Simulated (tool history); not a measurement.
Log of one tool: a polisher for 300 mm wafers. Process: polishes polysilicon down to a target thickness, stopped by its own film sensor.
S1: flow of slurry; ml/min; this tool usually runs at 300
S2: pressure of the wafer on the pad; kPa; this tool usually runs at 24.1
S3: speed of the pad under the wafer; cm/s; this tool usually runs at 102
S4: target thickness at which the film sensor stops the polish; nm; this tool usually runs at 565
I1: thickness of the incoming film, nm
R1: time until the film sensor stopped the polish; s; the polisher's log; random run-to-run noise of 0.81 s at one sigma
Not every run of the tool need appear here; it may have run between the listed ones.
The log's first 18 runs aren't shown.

run	day	S1	S2	S3	S4	I1	R1
# day 9.079: worn pad replaced by a new one
# day 10.204: slurry nozzle cleaned
19	10.225	300	24.1	102	565	1458.8	88.9
# day 10.342: head pressure recalibrated
20	10.783	380	27.6	120	657	1448.2	76.4
21	11.096	300	24.1	86	565	1451.4	132.3
22	11.438	365	31.7	102	648	1491.6	82.2
23	11.983	355	24.1	102	565	1470.4	115.9
24	12.646	300	24.1	102	565	1451.2	114.4
25	13.088	240	15.9	74	565	1472.2	235.8
26	13.542	335	17.2	102	565	1451	158.3
# day 13.875: worn pad replaced by a new one
27	14.15	300	24.1	102	565	1442.7	113.6
28	14.875	300	24.1	102	751	1458.3	90.6
29	15.442	300	18.6	102	565	1466	147.5
30	16.083	300	24.1	102	565	1491.5	116.8
# day 16.188: head pressure recalibrated, repeated, since the last time left the tool worse
31	16.667	300	24.1	102	452	1482.1	113.3
32	17.142	300	24.1	68	565	1488.1	142.2
33	17.471	300	21.4	102	565	1453.5	108.6
34	17.933	300	24.1	116	565	1471.3	88.2
# day 18.379: worn pad replaced by a new one
35	18.4	260	24.1	102	725	1470.4	82.5
36	18.679	300	24.1	102	565	1463.9	97.1
37	19.275	385	24.1	136	565	1471.4	74.2
38	19.921	385	31.7	88	565	1465.1	82.4

Forecast each of these 3 alternatives for the next run:
A	19.938	325	24.1	102	565	1464.8	?
B	19.938	270	24.1	102	744	1464.8	?
C	19.938	260	24.1	92	262	1464.8	?

run	R1
A	97.8
B	79.5
C	145.5
What these runs would have given with no unlogged condition in the tool:
run	R1
A	98.6
B	80.1
C	146.7
